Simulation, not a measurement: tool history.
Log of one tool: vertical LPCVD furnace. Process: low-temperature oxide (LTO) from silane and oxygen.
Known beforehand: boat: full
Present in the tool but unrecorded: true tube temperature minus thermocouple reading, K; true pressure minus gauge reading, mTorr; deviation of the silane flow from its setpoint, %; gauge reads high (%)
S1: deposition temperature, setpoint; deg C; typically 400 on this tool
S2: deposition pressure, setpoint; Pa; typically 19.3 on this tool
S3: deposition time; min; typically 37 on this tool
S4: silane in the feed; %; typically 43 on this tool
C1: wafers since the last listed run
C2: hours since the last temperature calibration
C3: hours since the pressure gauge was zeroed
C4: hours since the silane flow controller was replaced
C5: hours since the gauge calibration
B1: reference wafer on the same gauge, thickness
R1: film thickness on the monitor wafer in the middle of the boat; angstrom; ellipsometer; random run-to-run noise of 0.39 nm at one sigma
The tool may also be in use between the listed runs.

run	hour	S1	S2	S3	S4	C1	C2	C3	C4	C5	B1	R1
1	0	400	19.3	37	43	0	2913.3	2795.1	4122.3	203.2	251.85	2141.7
2	10	400	19.3	37	43	186	2923.3	2805.1	4132.3	213.2	252.05	2151.5
3	24.8	400	19.3	37	43	275	2938.1	2819.9	4147.1	228	251.89	2140.3
4	61.5	400	19.3	37	43	683	2974.8	2856.6	4183.8	264.7	252.05	2141.6
# hour 93.3: pressure gauge zeroed
# hour 96: thermocouples replaced and temperature profile calibrated
5	96.5	400	19.3	37	43	154	0.5	3.2	4218.8	299.7	252.04	2204.7
6	101.1	400	22.7	37	50	85	5.1	7.8	4223.4	304.3	251.91	2996.5
7	105.6	400	22.7	37	50	83	9.6	12.3	4227.9	308.8	251.91	2996.3
8	110.2	400	19.3	37	43	85	14.2	16.9	4232.5	313.4	252.04	2197
9	127.4	400	19.3	37	43	320	31.4	34.1	4249.7	330.6	252	2205.4
10	141.3	400	19.3	37	43	258	45.3	48	4263.6	344.5	251.98	2205
11	155.5	400	19.3	37	43	264	59.5	62.2	4277.8	358.7	252.08	2212.7
12	172.1	400	19.3	37	36	308	76.1	78.8	4294.4	375.3	252.06	1784.9
13	180.5	393	19.3	37	48	156	84.5	87.2	4302.8	383.7	252.05	2281.4
14	190.3	400	19.3	37	43	182	94.3	97	4312.6	393.5	252	2206
15	200.2	400	14.7	37	43	184	104.2	106.9	4322.5	403.4	251.93	1668
16	218.6	410	16.7	37	40	342	122.6	125.3	4340.9	421.8	251.93	1952
17	225.3	400	21.3	37	43	124	129.3	132	4347.6	428.5	252.07	2434.7
18	232.3	400	19.3	41	43	130	136.3	139	4354.6	435.5	251.98	2446.8
19	245.5	408	19.3	37	43	245	149.5	152.2	4367.8	448.7	251.88	2396.1
20	262.7	400	24	30.5	46	320	166.7	169.4	4385	465.9	251.86	2421.8
# hour 289.5: silane flow controller replaced
21	290	400	19.3	37	43	61	194	196.7	0.5	493.2	252.14	2197.1
# hour 292.2: gauge calibrated
22	294.6	400	16.7	37	43	85	198.6	201.3	5.1	2.4	251.92	1903.6
23	307.6	400	19.3	44	48	241	211.6	214.3	18.1	15.4	252.06	2926.5
24	315.3	400	23.3	37	43	143	219.3	222	25.8	23.1	251.97	2667.9
25	325.2	400	19.3	27	39	184	229.2	231.9	35.7	33	251.98	1436.5
26	331.8	400	19.3	37	43	122	235.8	238.5	42.3	39.6	252.08	2207.1
27	348.6	409	19.3	37	43	312	252.6	255.3	59.1	56.4	251.94	2420.6
28	361.7	400	19.3	27	43	243	265.7	268.4	72.2	69.5	251.96	1611.3
29	375.7	392	17.3	23.5	43	260	279.7	282.4	86.2	83.5	251.85	1146.9
30	425.9	394	17.3	24	50	934	329.9	332.6	136.4	133.7	252.13	1391

Measured minus without-hidden-state, run by run (identical run-to-run variation in each term; gauge scatter may differ):
run	R1
1	-67.5
2	-68.4
3	-68.9
4	-71
5	-7.1
6	-8.2
7	-8.2
8	-7.1
9	-7.1
10	-7.2
11	-7.2
12	-5.8
13	-7.4
14	-7.2
15	-7.2
16	-7.5
17	-7.3
18	-8.2
19	-8
20	-6.6
21	-7.5
22	-7.5
23	-10.1
24	-7.6
25	-4.9
26	-7.7
27	-8.5
28	-5.7
29	-4.6
30	-5.8

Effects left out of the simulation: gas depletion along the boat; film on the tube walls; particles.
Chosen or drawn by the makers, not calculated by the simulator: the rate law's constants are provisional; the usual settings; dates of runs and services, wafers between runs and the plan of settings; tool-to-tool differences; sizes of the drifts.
